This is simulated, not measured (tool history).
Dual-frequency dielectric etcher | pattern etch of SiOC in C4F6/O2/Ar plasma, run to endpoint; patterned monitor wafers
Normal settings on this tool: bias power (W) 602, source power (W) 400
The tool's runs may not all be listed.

run,hour,bias power (W),source power (W),"incoming incoming film thickness, nm",endpoint time (s)
1,0.0,602,330,36.94,12.3
2,18.7,717,400,37.29,10.6
3,52.0,602,350,37.36,12.1
4,145.0,602,350,36.52,11.9
5,177.5,602,350,37.11,12.1
6,190.6,679,400,37.16,10.7
7,204.3,602,400,36.83,11.2
8,223.4,602,400,36.99,11.3
# hour 260.4: source power generator calibrated
# hour 270.9: upper electrode replaced
# hour 282.9: wet clean of the chamber
9,283.4,602,400,36.70,11.2
10,288.6,602,400,37.17,11.3
11,319.9,602,400,36.71,11.1
12,344.7,602,400,36.63,11.1
13,370.9,602,400,36.98,11.2
14,387.7,602,400,36.89,11.2
15,415.8,602,400,36.91,11.2
16,444.7,602,400,36.74,11.1
17,464.3,602,400,36.98,11.2
18,482.4,602,400,36.61,11.1
19,518.1,602,370,37.03,11.6
20,539.1,602,400,36.51,11.0
21,559.9,602,400,36.35,11.0
22,584.9,532,470,36.87,10.9
# hour 597.5: bias power generator calibrated
23,619.7,602,400,36.92,11.2
24,646.3,691,310,36.85,11.9
25,658.9,654,320,37.02,12.0
26,686.6,486,370,36.78,12.6
27,713.3,490,440,36.84,11.6
28,737.2,602,400,37.16,11.1
29,752.0,602,400,36.90,11.1
30,764.7,602,460,36.93,10.4
31,788.4,488,490,36.59,11.0
32,819.1,687,450,37.18,10.0
33,833.5,659,480,36.87,9.8
# hour 871.0: wet clean of the chamber
34,871.5,602,400,37.24,11.4
35,883.2,453,310,36.79,14.4

Alternative continuations, all from the tool just after run 35; predict every row:
A,883.6,602,400,36.95,?
B,883.6,559,350,36.95,?
C,883.6,602,360,36.95,?
D,883.6,517,430,36.95,?

run,endpoint time (s)
A,11.2
B,12.3
C,11.8
D,11.6
Stripped of hidden state, with their random variation kept, the same runs would have yielded:
run,endpoint time (s)
A,11.1
B,12.3
C,11.7
D,11.5

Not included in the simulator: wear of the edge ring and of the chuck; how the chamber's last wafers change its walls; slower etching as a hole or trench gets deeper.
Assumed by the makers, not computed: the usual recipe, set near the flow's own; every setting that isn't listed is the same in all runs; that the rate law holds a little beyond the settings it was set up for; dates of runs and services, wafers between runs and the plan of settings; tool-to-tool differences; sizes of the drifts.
